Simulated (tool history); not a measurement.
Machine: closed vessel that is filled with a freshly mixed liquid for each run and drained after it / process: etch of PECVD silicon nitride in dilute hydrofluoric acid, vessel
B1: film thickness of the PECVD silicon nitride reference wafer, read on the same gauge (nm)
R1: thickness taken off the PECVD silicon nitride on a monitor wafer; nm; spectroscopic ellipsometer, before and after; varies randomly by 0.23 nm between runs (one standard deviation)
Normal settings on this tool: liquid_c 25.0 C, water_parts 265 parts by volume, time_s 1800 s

Run 1, hour 0.0: usual settings; B1 39.99. Result: R1 42.97 nm.
Run 2, hour 28.5: usual settings but time_s 995 s; B1 40.04. Result: R1 24.02 nm.
Run 3, hour 98.7: usual settings but time_s 995 s; B1 40.05. Result: R1 24.06 nm.
Run 4, hour 127.9: usual settings but time_s 995 s; B1 40.02. Result: R1 24.23 nm.
Run 5, hour 176.5: usual settings; B1 39.96. Result: R1 43.55 nm.
At hour 194.2: thermometer replaced.
Run 6, hour 238.9: usual settings; B1 39.99. Result: R1 41.31 nm.
At hour 290.6: hydrofluoric acid flow meter replaced.
Run 7, hour 295.3: usual settings; B1 40.02. Result: R1 41.43 nm.
Run 8, hour 321.6: usual settings but water_parts 360 parts by volume, time_s 2340 s; B1 40.00. Result: R1 39.63 nm.
At hour 349.7: gauge calibrated.
Run 9, hour 368.5: usual settings; B1 40.00. Result: R1 41.47 nm.
Run 10, hour 411.7: usual settings; B1 40.02. Result: R1 42.24 nm.
Run 11, hour 453.6: usual settings; B1 40.02. Result: R1 42.51 nm.
Run 12, hour 504.3: usual settings but water_parts 340 parts by volume; B1 40.03. Result: R1 32.99 nm.
Run 13, hour 571.7: usual settings; B1 40.01. Result: R1 42.34 nm.
Run 14, hour 628.4: usual settings but liquid_c 29.0 C, time_s 1525 s; B1 39.96. Result: R1 45.73 nm.
Run 15, hour 679.7: usual settings but water_parts 345 parts by volume, time_s 1390 s; B1 40.01. Result: R1 25.14 nm.
Run 16, hour 725.8: usual settings but liquid_c 23.5 C, time_s 1180 s; B1 40.01. Result: R1 25.81 nm.
Run 17, hour 787.9: usual settings but water_parts 175 parts by volume, time_s 735 s; B1 39.99. Result: R1 26.56 nm.
Run 18, hour 825.2: usual settings but liquid_c 28.0 C, water_parts 380 parts by volume, time_s 2670 s; B1 40.03. Result: R1 53.52 nm.
Run 19, hour 855.1: usual settings; B1 39.96. Result: R1 43.26 nm.
Run 20, hour 891.4: usual settings but water_parts 375 parts by volume, time_s 2420 s; B1 39.99. Result: R1 41.40 nm.
At hour 976.3: thermometer replaced.
At hour 1022.8: hydrofluoric acid flow meter replaced.
Run 21, hour 1055.8: usual settings but liquid_c 22.5 C; B1 40.00. Result: R1 35.33 nm.
Run 22, hour 1083.2: usual settings but water_parts 170 parts by volume, time_s 925 s; B1 39.95. Result: R1 33.08 nm.
Run 23, hour 1130.6: usual settings but liquid_c 21.0 C, time_s 1290 s; B1 40.02. Result: R1 23.47 nm.
Run 24, hour 1165.3: usual settings but water_parts 380 parts by volume, time_s 1095 s; B1 40.00. Result: R1 17.50 nm.
Run 25, hour 1231.5: usual settings; B1 40.01. Result: R1 41.81 nm.
Run 26, hour 1270.2: usual settings; B1 39.98. Result: R1 41.92 nm.
Run 27, hour 1318.3: usual settings; B1 40.01. Result: R1 42.16 nm.
Run 28, hour 1381.0: usual settings but liquid_c 27.5 C, water_parts 330 parts by volume; B1 40.02. Result: R1 39.43 nm.
Run 29, hour 1421.7: usual settings but water_parts 220 parts by volume, time_s 2125 s; B1 40.01. Result: R1 60.60 nm.
Run 30, hour 1477.3: usual settings but time_s 995 s; B1 40.06. Result: R1 23.76 nm.
Run 31, hour 1518.6: usual settings but liquid_c 27.0 C, time_s 730 s; B1 39.99. Result: R1 19.78 nm.
Run 32, hour 1558.9: usual settings but liquid_c 27.5 C, water_parts 145 parts by volume, time_s 985 s; B1 39.96. Result: R1 50.28 nm.

State the hidden condition of the tool at each of the runs:
hydrofluoric acid flow below the setpoint (%): 0 in every run
gauge reads high (%): 0 in every run
H1: liquid hotter than its thermometer reads (K)
run     H1
  1  0.893
  2  0.929
  3   1.02
  4   1.06
  5   1.12
  6  0.201
  7  0.273
  8  0.307
  9  0.367
 10  0.422
 11  0.476
 12  0.541
 13  0.627
 14    0.7
 15  0.765
 16  0.824
 17  0.904
 18  0.951
 19   0.99
 20   1.04
 21  0.269
 22  0.304
 23  0.365
 24   0.41
 25  0.494
 26  0.544
 27  0.605
 28  0.685
 29  0.738
 30  0.809
 31  0.862
 32  0.913
